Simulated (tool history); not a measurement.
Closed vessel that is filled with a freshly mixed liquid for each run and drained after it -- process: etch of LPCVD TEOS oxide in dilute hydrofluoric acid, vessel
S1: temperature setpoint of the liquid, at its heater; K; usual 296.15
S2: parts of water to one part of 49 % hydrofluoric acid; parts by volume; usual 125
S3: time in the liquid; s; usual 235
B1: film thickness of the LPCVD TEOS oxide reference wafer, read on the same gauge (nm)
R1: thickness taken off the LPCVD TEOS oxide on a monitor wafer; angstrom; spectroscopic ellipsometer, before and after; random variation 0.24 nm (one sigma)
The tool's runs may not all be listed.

run    hour      S1   S2   S3     B1     R1
  1     0.0  296.15  125  235  30.01  559.9
  2    96.1  296.15  125  235  29.98  560.8
  3   186.3  296.15  125  235  30.01  561.1
  4   252.3  296.15  125  235  30.01  557.7
  5   349.2  296.15  125  235  30.02  560.8
  6   402.2  296.15  125  235  29.99  559.3
  7   497.4  295.15  125  235  29.99  534.5
  8   564.0  296.15  125  235  29.97  560.0
  9   743.1  296.15  125  235  29.96  555.4
 10   851.0  296.15  125  235  30.00  561.8
 11   894.0  298.65  125  235  29.97  615.7
 12   976.2  296.15  125  235  30.01  557.5
 13  1051.9  293.15  125  235  30.01  502.1
 14  1112.6  293.15  125  235  30.02  496.5
 15  1196.2  293.15  125  235  29.98  498.1
 16  1266.8  296.15  125  235  29.98  559.8
 17  1355.4  296.15  125  235  30.03  558.9
 18  1454.2  298.15  125  235  30.00  599.7
 19  1529.9  296.15  125  235  29.98  563.2
 20  1594.5  296.15  155  235  30.03  432.0
 21  1642.1  296.15  125  120  30.00  287.6
 22  1688.0  294.65  125  235  30.04  527.1
 23  1781.5  300.65  145  325  29.99  767.3
 24  1830.4  296.15  170  235  29.97  389.5
 25  1911.0  293.15  125  235  30.00  496.1
 26  2010.5  296.15  125  235  29.98  557.1
 27  2076.0  292.65  155  310  30.00  504.5
 28  2279.3  296.15  125  325  30.03  770.0
 29  2338.3  293.65   75  235  30.01  885.3
 30  2407.1  291.65  125  235  30.05  467.8
 31  2444.9  296.15  125  235  30.00  562.3
 32  2498.4  297.65  125  330  29.98  838.6
 33  2548.4  296.15  125  235  29.99  557.8

Not shown here: 4 entries made in the log between runs. Locate each between two listed runs and compare the hidden state at the listed run before it with the hidden state at the listed run after it:
Run 8 -> run 9: thermometer replaced (hour 650.6)
  no difference in the tool's unlogged condition between these two runs
Run 17 -> run 18: hydrofluoric acid flow meter replaced (hour 1394.4)
  no difference in the tool's unlogged condition between these two runs
Run 20 -> run 21: thermometer replaced (hour 1639.7)
  no difference in the tool's unlogged condition between these two runs
Run 23 -> run 24: gauge calibrated (hour 1798.5)
  no difference in the tool's unlogged condition between these two runs

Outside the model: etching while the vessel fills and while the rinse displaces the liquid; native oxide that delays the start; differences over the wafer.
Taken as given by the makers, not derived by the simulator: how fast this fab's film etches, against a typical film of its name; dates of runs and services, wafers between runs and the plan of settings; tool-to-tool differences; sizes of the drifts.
